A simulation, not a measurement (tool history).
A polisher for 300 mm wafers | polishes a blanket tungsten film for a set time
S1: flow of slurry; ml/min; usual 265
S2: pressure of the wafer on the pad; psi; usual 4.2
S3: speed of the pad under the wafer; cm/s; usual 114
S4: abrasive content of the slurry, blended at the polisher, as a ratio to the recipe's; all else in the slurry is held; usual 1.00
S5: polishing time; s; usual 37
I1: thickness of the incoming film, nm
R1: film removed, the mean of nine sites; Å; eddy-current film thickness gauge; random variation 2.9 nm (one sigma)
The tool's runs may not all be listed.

{"run": 1, "hour": 0.0, "S1": 265, "S2": 4.2, "S3": 114, "S4": 1.0, "S5": 37, "I1": 740.0, "R1": 2047}
{"hour": 17.4, "done": "slurry blender recalibrated"}
{"run": 2, "hour": 67.0, "S1": 265, "S2": 4.2, "S3": 114, "S4": 1.0, "S5": 37, "I1": 734.9, "R1": 2143}
{"hour": 86.1, "done": "head pressure recalibrated"}
{"run": 3, "hour": 112.8, "S1": 265, "S2": 4.2, "S3": 114, "S4": 1.0, "S5": 37, "I1": 728.2, "R1": 2110}
{"run": 4, "hour": 193.5, "S1": 265, "S2": 4.2, "S3": 114, "S4": 1.0, "S5": 37, "I1": 727.9, "R1": 2156}
{"hour": 249.0, "done": "slurry nozzle cleaned"}
{"run": 5, "hour": 281.9, "S1": 265, "S2": 4.2, "S3": 114, "S4": 1.0, "S5": 37, "I1": 731.5, "R1": 2140}
{"hour": 321.0, "done": "slurry tank refilled with fresh slurry and peroxide"}
{"run": 6, "hour": 387.5, "S1": 265, "S2": 4.2, "S3": 114, "S4": 1.0, "S5": 37, "I1": 731.0, "R1": 2095}
{"run": 7, "hour": 490.8, "S1": 265, "S2": 5.0, "S3": 92, "S4": 1.0, "S5": 37, "I1": 721.3, "R1": 2000}
{"run": 8, "hour": 555.7, "S1": 345, "S2": 4.6, "S3": 114, "S4": 1.25, "S5": 37, "I1": 727.2, "R1": 2442}
{"run": 9, "hour": 653.6, "S1": 265, "S2": 3.4, "S3": 114, "S4": 0.85, "S5": 37, "I1": 738.4, "R1": 1625}
{"hour": 712.2, "done": "worn pad replaced by a new one"}
{"run": 10, "hour": 716.0, "S1": 265, "S2": 4.2, "S3": 140, "S4": 1.0, "S5": 37, "I1": 721.9, "R1": 2423}
{"hour": 724.2, "done": "slurry blender recalibrated"}
{"run": 11, "hour": 781.7, "S1": 175, "S2": 5.2, "S3": 114, "S4": 1.0, "S5": 37, "I1": 730.4, "R1": 2504}
{"run": 12, "hour": 868.6, "S1": 265, "S2": 4.2, "S3": 114, "S4": 1.0, "S5": 26, "I1": 735.6, "R1": 1505}
{"hour": 904.1, "done": "slurry nozzle cleaned"}
{"run": 13, "hour": 907.5, "S1": 265, "S2": 4.2, "S3": 114, "S4": 1.0, "S5": 48, "I1": 741.6, "R1": 2717}
{"hour": 956.6, "done": "head pressure recalibrated"}
{"run": 14, "hour": 976.5, "S1": 265, "S2": 4.2, "S3": 114, "S4": 1.0, "S5": 37, "I1": 729.8, "R1": 2110}
{"run": 15, "hour": 1018.6, "S1": 235, "S2": 4.2, "S3": 114, "S4": 0.85, "S5": 37, "I1": 713.6, "R1": 2018}
{"hour": 1043.9, "done": "slurry tank refilled with fresh slurry and peroxide"}
{"run": 16, "hour": 1060.8, "S1": 175, "S2": 5.2, "S3": 114, "S4": 1.0, "S5": 37, "I1": 735.8, "R1": 2441}
{"run": 17, "hour": 1156.0, "S1": 265, "S2": 2.8, "S3": 90, "S4": 1.0, "S5": 37, "I1": 721.9, "R1": 1193}
{"run": 18, "hour": 1213.2, "S1": 210, "S2": 4.2, "S3": 92, "S4": 1.0, "S5": 37, "I1": 722.2, "R1": 1640}
{"run": 19, "hour": 1255.9, "S1": 225, "S2": 5.0, "S3": 114, "S4": 0.9, "S5": 49, "I1": 727.7, "R1": 3082}
{"run": 20, "hour": 1316.9, "S1": 335, "S2": 4.2, "S3": 114, "S4": 1.0, "S5": 46, "I1": 728.1, "R1": 2590}
{"run": 21, "hour": 1354.5, "S1": 265, "S2": 4.2, "S3": 114, "S4": 1.0, "S5": 37, "I1": 714.1, "R1": 2031}
{"run": 22, "hour": 1415.0, "S1": 265, "S2": 4.2, "S3": 114, "S4": 1.0, "S5": 37, "I1": 727.4, "R1": 2002}
{"hour": 1449.4, "done": "worn pad replaced by a new one"}
{"hour": 1470.3, "done": "slurry blender recalibrated"}
{"run": 23, "hour": 1499.6, "S1": 265, "S2": 4.2, "S3": 148, "S4": 1.0, "S5": 41, "I1": 714.0, "R1": 3058}
{"run": 24, "hour": 1575.1, "S1": 265, "S2": 4.2, "S3": 114, "S4": 1.25, "S5": 37, "I1": 730.8, "R1": 2255}
{"hour": 1580.2, "done": "slurry nozzle cleaned"}
{"hour": 1796.9, "done": "slurry tank refilled with fresh slurry and peroxide"}
{"run": 25, "hour": 1883.6, "S1": 265, "S2": 2.8, "S3": 90, "S4": 1.0, "S5": 37, "I1": 733.4, "R1": 1196}

The tool's hidden state at each run:
removal rate lost through wear of the pad, %: 0 in every run
slurry flow missing at the pad, %: 0 in every run
deviation of the head's pressure from its setpoint, %: 0 in every run
peroxide lost from the slurry, %: 0 in every run
H1: abrasive missing from the slurry, %
run=1 H1=30.9
run=2 H1=3.36
run=3 H1=3.78
run=4 H1=5.15
run=5 H1=7.59
run=6 H1=11.8
run=7 H1=17.3
run=8 H1=21.4
run=9 H1=28.6
run=10 H1=33.8
run=11 H1=4.76
run=12 H1=5.86
run=13 H1=6.66
run=14 H1=8.55
run=15 H1=9.99
run=16 H1=11.7
run=17 H1=16.2
run=18 H1=19.6
run=19 H1=22.3
run=20 H1=26.6
run=21 H1=29.5
run=22 H1=34.5
run=23 H1=4.44
run=24 H1=5.08
run=25 H1=15.1
